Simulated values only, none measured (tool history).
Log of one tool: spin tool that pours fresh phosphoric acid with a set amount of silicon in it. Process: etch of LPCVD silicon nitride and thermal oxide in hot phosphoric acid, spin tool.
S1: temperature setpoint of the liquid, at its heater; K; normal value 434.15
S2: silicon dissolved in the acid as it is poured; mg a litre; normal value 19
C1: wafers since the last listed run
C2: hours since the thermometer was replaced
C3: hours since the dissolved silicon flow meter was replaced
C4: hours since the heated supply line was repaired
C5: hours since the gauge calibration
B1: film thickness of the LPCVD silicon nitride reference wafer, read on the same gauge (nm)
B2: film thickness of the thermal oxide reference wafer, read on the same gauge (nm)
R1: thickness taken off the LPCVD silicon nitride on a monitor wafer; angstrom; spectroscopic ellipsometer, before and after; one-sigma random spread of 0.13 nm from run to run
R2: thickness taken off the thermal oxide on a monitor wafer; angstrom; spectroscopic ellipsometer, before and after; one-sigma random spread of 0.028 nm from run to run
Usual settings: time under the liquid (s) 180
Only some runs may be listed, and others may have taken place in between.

Run 1, day 0: usual settings but time under the liquid (s) 150; C1 0; C2 538.8; C3 1609.6; C4 886.9; C5 152.5; B1 109.97; B2 149.99. Result: R1 135.8 angstrom, R2 1.85 angstrom.
Run 2, day 0.479: usual settings but time under the liquid (s) 150; C1 95; C2 550.3; C3 1621.1; C4 898.4; C5 164; B1 110; B2 149.982. Result: R1 135.7 angstrom, R2 2.27 angstrom.
Run 3, day 1.129: usual settings but time under the liquid (s) 150; C1 128; C2 565.9; C3 1636.7; C4 914; C5 179.6; B1 109.99; B2 149.965. Result: R1 134.2 angstrom, R2 2.58 angstrom.
At day 1.167: gauge calibrated.
Run 4, day 1.571: usual settings; C1 87; C2 576.5; C3 1647.3; C4 924.6; C5 9.7; B1 110; B2 149.999. Result: R1 163.4 angstrom, R2 2.47 angstrom.
Run 5, day 1.983: usual settings; C1 81; C2 586.4; C3 1657.2; C4 934.5; C5 19.6; B1 110; B2 150.009. Result: R1 162.4 angstrom, R2 2.49 angstrom.
Run 6, day 2.333: usual settings but S1 435.65 K; C1 69; C2 594.8; C3 1665.6; C4 942.9; C5 28; B1 109.97; B2 149.969. Result: R1 167.9 angstrom, R2 2.95 angstrom.
Run 7, day 2.862: usual settings but S1 435.65 K; C1 104; C2 607.5; C3 1678.3; C4 955.6; C5 40.7; B1 109.96; B2 149.986. Result: R1 170.9 angstrom, R2 3.21 angstrom.
Run 8, day 3.583: usual settings but S2 30 mg a litre; C1 142; C2 624.8; C3 1695.6; C4 972.9; C5 58; B1 109.97; B2 149.991. Result: R1 161.8 angstrom, R2 1.75 angstrom.
Run 9, day 3.946: usual settings but S2 30 mg a litre; C1 71; C2 633.5; C3 1704.3; C4 981.6; C5 66.7; B1 110.03; B2 149.993. Result: R1 160.5 angstrom, R2 1.66 angstrom.
Run 10, day 4.671: usual settings but S2 30 mg a litre; C1 143; C2 650.9; C3 1721.7; C4 999; C5 84.1; B1 109.99; B2 150.042. Result: R1 163.4 angstrom, R2 1.72 angstrom.
Run 11, day 4.942: usual settings but time under the liquid (s) 140; C1 53; C2 657.4; C3 1728.2; C4 1005.5; C5 90.6; B1 110; B2 150.002. Result: R1 123.9 angstrom, R2 2.07 angstrom.
Run 12, day 5.517: usual settings but S1 432.15 K, S2 26.5 mg a litre, time under the liquid (s) 260; C1 114; C2 671.2; C3 1742; C4 1019.3; C5 104.4; B1 110.02; B2 149.971. Result: R1 215.9 angstrom, R2 2.61 angstrom.
At day 5.712: dissolved silicon flow meter replaced.
Run 13, day 5.95: usual settings but S1 435.65 K, S2 4.5 mg a litre, time under the liquid (s) 285; C1 77; C2 681.6; C3 5.7; C4 1029.7; C5 114.8; B1 110.02; B2 150.014. Result: R1 264.6 angstrom, R2 5.99 angstrom.
Run 14, day 6.388: usual settings but S1 436.15 K; C1 86; C2 692.1; C3 16.2; C4 1040.2; C5 125.3; B1 110.01; B2 150.002. Result: R1 174 angstrom, R2 3 angstrom.
Run 15, day 6.733: usual settings but S2 30 mg a litre; C1 68; C2 700.4; C3 24.5; C4 1048.5; C5 133.6; B1 109.99; B2 149.974. Result: R1 159.5 angstrom, R2 1.93 angstrom.
At day 6.996: thermometer replaced.
At day 7.138: heated supply line repaired.
Run 16, day 7.158: usual settings but S2 9 mg a litre; C1 67; C2 3.9; C3 34.7; C4 0.5; C5 143.8; B1 110.02; B2 150.032. Result: R1 178.8 angstrom, R2 4.07 angstrom.
At day 8.292: gauge calibrated.
Run 17, day 8.392: usual settings but S1 433.15 K, S2 28.5 mg a litre; C1 244; C2 33.5; C3 64.3; C4 30.1; C5 2.4; B1 110; B2 149.968. Result: R1 172.5 angstrom, R2 2.45 angstrom.
Run 18, day 9.133: usual settings but S1 435.15 K, S2 11 mg a litre, time under the liquid (s) 110; C1 147; C2 51.3; C3 82.1; C4 47.9; C5 20.2; B1 109.95; B2 149.976. Result: R1 112.2 angstrom, R2 2.42 angstrom.
Run 19, day 9.504: usual settings but S1 432.65 K, S2 26.5 mg a litre, time under the liquid (s) 210; C1 73; C2 60.2; C3 91; C4 56.8; C5 29.1; B1 110.01; B2 149.992. Result: R1 196.6 angstrom, R2 2.82 angstrom.
Run 20, day 10.162: usual settings but S2 13 mg a litre, time under the liquid (s) 75; C1 130; C2 76; C3 106.8; C4 72.6; C5 44.9; B1 110; B2 149.988. Result: R1 74.3 angstrom, R2 1.86 angstrom.
Run 21, day 10.746: usual settings but time under the liquid (s) 150; C1 115; C2 90; C3 120.8; C4 86.6; C5 58.9; B1 110.04; B2 150.006. Result: R1 147.9 angstrom, R2 2.94 angstrom.
Run 22, day 11.138: usual settings; C1 77; C2 99.4; C3 130.2; C4 96; C5 68.3; B1 109.98; B2 149.99. Result: R1 177.4 angstrom, R2 2.88 angstrom.

Below are 4 alternative next runs, each starting from the tool's condition after run 22. Predict each:
Run A, day 11.158: usual settings; C1 4; C2 99.9; C3 130.7; C4 96.5; C5 68.8; B1 ?; B2 ?. Result: R1 ?, R2 ?.
Run B, day 11.158: usual settings but S1 436.15 K, time under the liquid (s) 85; C1 4; C2 99.9; C3 130.7; C4 96.5; C5 68.8; B1 ?; B2 ?. Result: R1 ?, R2 ?.
Run C, day 11.158: usual settings but S1 436.15 K, S2 31.5 mg a litre, time under the liquid (s) 240; C1 4; C2 99.9; C3 130.7; C4 96.5; C5 68.8; B1 ?; B2 ?. Result: R1 ?, R2 ?.
Run D, day 11.158: usual settings but S1 433.15 K, S2 33.5 mg a litre, time under the liquid (s) 275; C1 4; C2 99.9; C3 130.7; C4 96.5; C5 68.8; B1 ?; B2 ?. Result: R1 ?, R2 ?.

run      B1       B2     R1    R2
  A  109.99  150.018    177  3.09
  B  109.99  150.018   89.4  1.69
  C  109.99  150.018  252.3  3.12
  D  109.99  150.018  261.4  2.62
With no hidden state in the tool, these same runs would have given:
run     R1    R2
  A  182.5  3.31
  B   92.1  1.81
  C    260  3.33
  D  269.6   2.8

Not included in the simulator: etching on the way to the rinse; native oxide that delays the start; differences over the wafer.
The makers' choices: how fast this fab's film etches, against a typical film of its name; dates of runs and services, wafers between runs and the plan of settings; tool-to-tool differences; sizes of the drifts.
